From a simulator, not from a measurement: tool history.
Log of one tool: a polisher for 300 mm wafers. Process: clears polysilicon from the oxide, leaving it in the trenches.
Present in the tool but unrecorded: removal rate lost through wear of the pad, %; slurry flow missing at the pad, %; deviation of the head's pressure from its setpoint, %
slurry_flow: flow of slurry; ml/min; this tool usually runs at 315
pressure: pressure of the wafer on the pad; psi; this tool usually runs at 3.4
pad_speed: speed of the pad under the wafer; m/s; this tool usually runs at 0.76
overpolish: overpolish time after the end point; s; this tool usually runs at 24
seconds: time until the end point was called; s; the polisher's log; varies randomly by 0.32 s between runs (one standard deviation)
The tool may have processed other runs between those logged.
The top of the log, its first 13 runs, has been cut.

| run | hour | slurry_flow | pressure | pad_speed | overpolish | wafers since the last listed run | wafers polished on this pad | hours since the slurry nozzle was cleaned | hours since the head pressure was calibrated | incoming thickness of the incoming film, nm | seconds |
|---|---|---|---|---|---|---|---|---|---|---|---|
| 14 | 601.6 | 315 | 3.4 | 0.76 | 24 | 243 | 899 | 464.2 | 418.4 | 385 | 26.2 |
| 15 | 627.8 | 315 | 3.4 | 0.76 | 24 | 187 | 1087 | 490.4 | 444.6 | 378.6 | 26.4 |
| 16 | 657.8 | 315 | 3.4 | 0.76 | 24 | 214 | 1301 | 520.4 | 474.6 | 379.6 | 26 |
|  | 674.6 | head pressure recalibrated |
|  | 703.8 | slurry nozzle cleaned |
|  | 850.9 | worn pad replaced by a new one |
| 17 | 859.1 | 315 | 3.4 | 0.76 | 24 | 1389 | 58 | 155.3 | 184.5 | 379.6 | 25 |
| 18 | 903 | 395 | 3.4 | 0.96 | 35 | 313 | 372 | 199.2 | 228.4 | 384.2 | 20.9 |
| 19 | 967.1 | 220 | 3.4 | 0.66 | 24 | 458 | 830 | 263.3 | 292.5 | 375.5 | 29.4 |
| 20 | 1006.2 | 315 | 3.4 | 0.52 | 18 | 279 | 1110 | 302.4 | 331.6 | 383.9 | 35.5 |
| 21 | 1077.2 | 395 | 3.4 | 0.62 | 20 | 507 | 1617 | 373.4 | 402.6 | 383.2 | 31.6 |
| 22 | 1148.9 | 220 | 3.9 | 0.56 | 19 | 512 | 2130 | 445.1 | 474.3 | 379.2 | 32.1 |
|  | 1190.2 | worn pad replaced by a new one |
| 23 | 1220 | 315 | 3.4 | 0.76 | 24 | 479 | 213 | 516.2 | 545.4 | 375.4 | 24.7 |
|  | 1244.1 | head pressure recalibrated |
| 24 | 1272.6 | 315 | 3.4 | 0.76 | 24 | 361 | 575 | 568.8 | 28.5 | 384.7 | 25.9 |
|  | 1275.3 | slurry nozzle cleaned |
| 25 | 1307.6 | 380 | 3.8 | 0.64 | 31 | 243 | 818 | 32.3 | 63.5 | 382.6 | 26.7 |
| 26 | 1335.5 | 315 | 3.4 | 1 | 24 | 199 | 1017 | 60.2 | 91.4 | 380.4 | 20.7 |
| 27 | 1372.6 | 315 | 3.4 | 0.76 | 24 | 265 | 1283 | 97.3 | 128.5 | 374.2 | 26.1 |
| 28 | 1431 | 315 | 3.4 | 0.76 | 24 | 417 | 1700 | 155.7 | 186.9 | 373.4 | 26.6 |
| 29 | 1480 | 315 | 3.9 | 0.76 | 24 | 350 | 2050 | 204.7 | 235.9 | 380.8 | 24.3 |
| 30 | 1550.3 | 315 | 3.4 | 0.64 | 11 | 502 | 2553 | 275 | 306.2 | 378 | 32 |
|  | 1560.9 | worn pad replaced by a new one |
| 31 | 1592.8 | 400 | 2.7 | 0.92 | 28 | 275 | 228 | 317.5 | 348.7 | 375.7 | 27 |
| 32 | 1645.2 | 345 | 4.2 | 0.56 | 17 | 374 | 602 | 369.9 | 401.1 | 382 | 27.3 |
| 33 | 1697.9 | 220 | 2.5 | 0.98 | 15 | 376 | 979 | 422.6 | 453.8 | 381.8 | 29.3 |
|  | 1722.7 | head pressure recalibrated |
| 34 | 1753 | 315 | 3.4 | 0.76 | 24 | 379 | 1359 | 477.7 | 30.3 | 383.6 | 27 |

Each row is a separate what-if for the run after 34, all from the same tool condition, not one after another. Results?
| A | 1753.4 | 385 | 3.4 | 0.76 | 24 | 2 | 1362 | 478.1 | 30.7 | 381.9 | ? |
| B | 1753.4 | 315 | 3.4 | 0.88 | 31 | 2 | 1362 | 478.1 | 30.7 | 381.9 | ? |
| C | 1753.4 | 235 | 3.4 | 0.76 | 24 | 2 | 1362 | 478.1 | 30.7 | 381.9 | ? |

| run | seconds |
|---|---|
| A | 27 |
| B | 24.2 |
| C | 27.8 |
With the hidden condition removed and each run's random variation left untouched, the same runs would have given:
| run | seconds |
|---|---|
| A | 24.5 |
| B | 21.9 |
| C | 25.1 |
